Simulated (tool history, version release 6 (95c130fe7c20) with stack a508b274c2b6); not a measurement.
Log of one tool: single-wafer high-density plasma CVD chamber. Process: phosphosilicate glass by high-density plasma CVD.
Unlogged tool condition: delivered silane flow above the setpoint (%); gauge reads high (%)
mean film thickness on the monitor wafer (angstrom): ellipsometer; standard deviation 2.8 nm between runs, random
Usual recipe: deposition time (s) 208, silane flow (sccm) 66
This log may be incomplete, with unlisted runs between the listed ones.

run   hour  deposition time (s)  silane flow (sccm)  wafers since the last listed run  hours since the silane flow controller was replaced  hours since the gauge calibration  read-back reference wafer on the same gauge, thickness_nm  mean film thickness on the monitor wafer (angstrom)
  1    0.0                  180                  72                                 0                                               3410.4                              349.3                                                   1160.621                                             12962.70
       1.5  -- gauge calibrated
  2   21.5                  179                  66                               229                                               3431.9                               20.0                                                   1159.588                                             11974.78
  3   52.4                  208                  66                               329                                               3462.8                               50.9                                                   1159.229                                             13887.08
  4   82.2                  208                  66                               317                                               3492.6                               80.7                                                   1159.125                                             13879.71
  5  102.1                  208                  66                               212                                               3512.5                              100.6                                                   1160.477                                             13848.93
  6  131.4                  208                  66                               312                                               3541.8                              129.9                                                   1159.776                                             13899.93
  7  146.1                  208                  66                               156                                               3556.5                              144.6                                                   1159.925                                             13982.36
  8  179.2                  208                  66                               353                                               3589.6                              177.7                                                   1160.084                                             13912.54
  9  207.6                  208                  66                               303                                               3618.0                              206.1                                                   1159.478                                             13946.90
 10  242.3                  230                  66                               370                                               3652.7                              240.8                                                   1159.627                                             15444.26
 11  263.4                  230                  66                               225                                               3673.8                              261.9                                                   1160.073                                             15441.40
 12  292.1                  230                  66                               306                                               3702.5                              290.6                                                   1160.168                                             15415.16
     301.6  -- silane flow controller replaced
 13  321.8                  208                  66                               231                                                 20.2                              320.3                                                   1160.021                                             13235.71
 14  350.6                  174                  58                               307                                                 49.0                              349.1                                                   1159.283                                              9864.14
     364.7  -- gauge calibrated
 15  380.4                  208                  66                               317                                                 78.8                               15.7                                                   1159.319                                             13223.77
 16  401.1                  229                  66                               220                                                 99.5                               36.4                                                   1160.138                                             14565.90
 17  424.8                  195                  54                               252                                                123.2                               60.1                                                   1159.229                                             10454.99
 18  522.6                  219                  74                              1043                                                221.0                              157.9                                                   1160.146                                             15419.31
 19  552.2                  248                  60                               315                                                250.6                              187.5                                                   1160.292                                             14522.96
 20  576.4                  196                  73                               258                                                274.8                              211.7                                                   1159.721                                             13613.04
 21  611.5                  208                  66                               374                                                309.9                              246.8                                                   1160.474                                             13245.51
 22  632.4                  182                  58                               222                                                330.8                              267.7                                                   1160.614                                             10405.32
 23  648.2                  174                  66                               168                                                346.6                              283.5                                                   1160.250                                             11130.77
 24  671.4                  232                  74                               247                                                369.8                              306.7                                                   1160.789                                             16339.11
 25  700.4                  249                  74                               309                                                398.8                              335.7                                                   1160.674                                             17607.98
 26  729.5                  222                  66                               310                                                427.9                              364.8                                                   1159.778                                             14195.43

Exercise: give the hidden state of the tool at every run:
gauge reads high (%): 0 on each run
H1: delivered silane flow above the setpoint (%)
run        H1
  1       5.4
  2      5.43
  3      5.49
  4      5.54
  5      5.57
  6      5.62
  7      5.65
  8       5.7
  9      5.75
 10      5.81
 11      5.84
 12      5.89
 13    -0.498
 14    -0.449
 15    -0.398
 16    -0.363
 17    -0.323
 18    -0.157
 19    -0.107
 20   -0.0663
 21  -0.00685
 22    0.0286
 23    0.0553
 24    0.0946
 25     0.144
 26     0.193
